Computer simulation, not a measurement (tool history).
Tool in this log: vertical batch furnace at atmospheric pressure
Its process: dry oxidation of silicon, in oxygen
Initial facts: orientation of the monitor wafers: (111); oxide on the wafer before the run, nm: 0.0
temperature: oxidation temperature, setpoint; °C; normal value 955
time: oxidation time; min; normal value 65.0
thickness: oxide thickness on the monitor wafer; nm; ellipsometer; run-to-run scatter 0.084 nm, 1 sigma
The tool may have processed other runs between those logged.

| run | day | temperature | time | read-back reference wafer on the same gauge, thickness | thickness |
|---|---|---|---|---|---|
| 1 | 0.000 | 955 | 65.0 | 37.80 | 47.90 |
| 2 | 0.958 | 955 | 65.0 | 37.81 | 47.82 |
| 3 | 1.754 | 955 | 65.0 | 37.80 | 47.81 |
| 4 | 2.408 | 955 | 65.0 | 37.78 | 47.76 |
| 5 | 3.654 | 955 | 65.0 | 37.81 | 47.80 |
| 6 | 4.771 | 955 | 65.0 | 37.80 | 47.95 |
| 7 | 5.754 | 955 | 65.0 | 37.79 | 47.96 |
| 8 | 6.638 | 948 | 54.0 | 37.82 | 39.75 |
| 9 | 7.517 | 948 | 54.0 | 37.81 | 39.61 |
| 10 | 8.879 | 948 | 54.0 | 37.81 | 39.64 |
| 11 | 9.408 | 964 | 65.0 | 37.81 | 51.50 |
|  | 10.804 | thermocouples replaced and temperature profile calibrated |
| 12 | 10.825 | 964 | 65.0 | 37.78 | 49.11 |
| 13 | 11.025 | 955 | 65.0 | 37.80 | 45.78 |
| 14 | 12.054 | 955 | 41.5 | 37.77 | 33.59 |
| 15 | 13.379 | 955 | 65.0 | 37.79 | 45.73 |
| 16 | 14.708 | 955 | 65.0 | 37.81 | 45.69 |
| 17 | 15.896 | 955 | 65.0 | 37.80 | 45.82 |
| 18 | 17.142 | 962 | 76.5 | 37.79 | 54.08 |
| 19 | 18.275 | 955 | 65.0 | 37.81 | 45.84 |
| 20 | 19.517 | 972 | 40.5 | 37.81 | 38.15 |
| 21 | 20.317 | 955 | 55.0 | 37.80 | 40.76 |
| 22 | 22.921 | 955 | 36.5 | 37.80 | 30.80 |
|  | 24.142 | gauge calibrated |
| 23 | 24.267 | 955 | 47.5 | 37.79 | 36.81 |
|  | 25.850 | boat lift adjusted |
| 24 | 25.871 | 937 | 97.0 | 37.81 | 53.47 |
| 25 | 26.746 | 955 | 65.0 | 37.80 | 47.36 |
| 26 | 27.467 | 934 | 79.5 | 37.80 | 45.36 |
| 27 | 28.712 | 969 | 52.5 | 37.79 | 45.77 |

Expected results for the next run?
| 28 | 29.762 | 955 | 65.0 | ? | ? |

Run 28 came out at read-back reference wafer on the same gauge, thickness 37.80, thickness 47.12 nm.
Without the tool's hidden state the same run would have given thickness 46.94 nm.

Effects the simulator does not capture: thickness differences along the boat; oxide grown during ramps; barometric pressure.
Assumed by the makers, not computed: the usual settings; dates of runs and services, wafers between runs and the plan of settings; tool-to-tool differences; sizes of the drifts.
